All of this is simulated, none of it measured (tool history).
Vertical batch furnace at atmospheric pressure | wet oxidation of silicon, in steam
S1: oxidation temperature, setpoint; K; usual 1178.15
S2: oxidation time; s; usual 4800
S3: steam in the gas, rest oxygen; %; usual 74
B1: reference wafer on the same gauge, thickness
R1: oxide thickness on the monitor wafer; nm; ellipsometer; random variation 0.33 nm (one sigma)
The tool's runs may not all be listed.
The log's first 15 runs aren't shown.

Run 16, day 14.025: usual settings; B1 181.73. Result: R1 164.99 nm.
Run 17, day 15.004: usual settings but S2 2670 s, S3 79 %; B1 181.88. Result: R1 103.24 nm.
Run 18, day 15.542: usual settings; B1 181.9. Result: R1 165.27 nm.
Run 19, day 16.679: usual settings but S2 5640 s; B1 181.98. Result: R1 189.62 nm.
Run 20, day 17.479: usual settings; B1 182.02. Result: R1 165.11 nm.
Run 21, day 18.925: usual settings but S2 3600 s, S3 70 %; B1 181.96. Result: R1 121.01 nm.
Run 22, day 20.208: usual settings; B1 182.19. Result: R1 164.68 nm.
Run 23, day 21.483: usual settings but S2 5910 s, S3 67 %; B1 182.32. Result: R1 182.78 nm.
Run 24, day 22.421: usual settings but S2 6600 s, S3 80 %; B1 182.38. Result: R1 232.39 nm.
Run 25, day 23.1: usual settings but S1 1166.15 K, S2 6240 s; B1 182.57. Result: R1 176.63 nm.
At day 24.608: steam generator serviced.
Run 26, day 24.629: usual settings; B1 182.7. Result: R1 165.97 nm.
At day 24.988: gauge calibrated.
Run 27, day 25.579: usual settings but S1 1185.15 K, S2 3030 s, S3 84 %; B1 180.4. Result: R1 132.88 nm.
Run 28, day 27.075: usual settings but S1 1202.15 K; B1 180.66. Result: R1 215.43 nm.
Run 29, day 29.808: usual settings but S1 1168.15 K, S2 5760 s; B1 180.82. Result: R1 167.35 nm.
Run 30, day 30.788: usual settings but S3 63 %; B1 180.84. Result: R1 142.63 nm.
Run 31, day 31.746: usual settings but S1 1171.15 K, S2 2640 s; B1 180.96. Result: R1 86.05 nm.
Run 32, day 32.821: usual settings but S1 1203.15 K, S2 6480 s, S3 77 %; B1 180.95. Result: R1 287.76 nm.

Forecast each of these 5 alternatives for the next run:
Run A, day 33.058: usual settings but S3 65 %; B1 ?. Result: R1 ?.
Run B, day 33.058: usual settings but S1 1193.15 K; B1 ?. Result: R1 ?.
Run C, day 33.058: usual settings but S1 1185.15 K, S2 6900 s, S3 70 %; B1 ?. Result: R1 ?.
Run D, day 33.058: usual settings but S1 1185.15 K, S2 5790 s; B1 ?. Result: R1 ?.
Run E, day 33.058: usual settings but S1 1166.15 K, S2 6810 s, S3 69 %; B1 ?. Result: R1 ?.

run      B1      R1
  A  181.02  146.22
  B  181.02  196.46
  C  181.02  232.94
  D  181.02  210.49
  E  181.02  177.75
Without the tool's hidden state the same runs would have given:
run      R1
  A  145.41
  B  195.37
  C  231.65
  D  209.32
  E  176.77

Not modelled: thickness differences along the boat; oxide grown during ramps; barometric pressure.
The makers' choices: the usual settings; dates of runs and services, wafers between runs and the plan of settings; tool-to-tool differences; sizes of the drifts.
